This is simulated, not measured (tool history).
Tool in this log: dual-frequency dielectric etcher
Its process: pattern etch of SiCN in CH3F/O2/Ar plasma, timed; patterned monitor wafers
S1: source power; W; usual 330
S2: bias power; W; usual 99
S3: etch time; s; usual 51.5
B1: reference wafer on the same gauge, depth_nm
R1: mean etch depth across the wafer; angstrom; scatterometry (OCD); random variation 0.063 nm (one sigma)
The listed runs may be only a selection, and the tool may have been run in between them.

run   hour   S1   S2    S3     B1     R1
  1      0  330   99  51.5   20.8  218.8
  2   14.5  330   99  51.5  20.79  218.3
  3   21.4  330   99  51.5  20.81  219.2
  4   39.3  330   81    45  20.82  183.6
  5   52.2  330   81    45  20.79  183.6
      52.7  -- gauge calibrated
      80.1  -- upper electrode replaced
      85.8  -- bias power generator calibrated
     101.3  -- wet clean of the chamber
  6  101.8  270   99  51.5  20.79    195
  7  102.2  270   99  51.5  20.79  195.3
  8  102.5  380  118  51.5  20.79  232.5

Run 9, settings as shown, results not yet in. Your forecast:
  9  102.8  330  81  36   ?   ?

B1: 20.82
R1: 140.7 angstrom
With no hidden state in the tool, this same run would have given R1 141 angstrom.
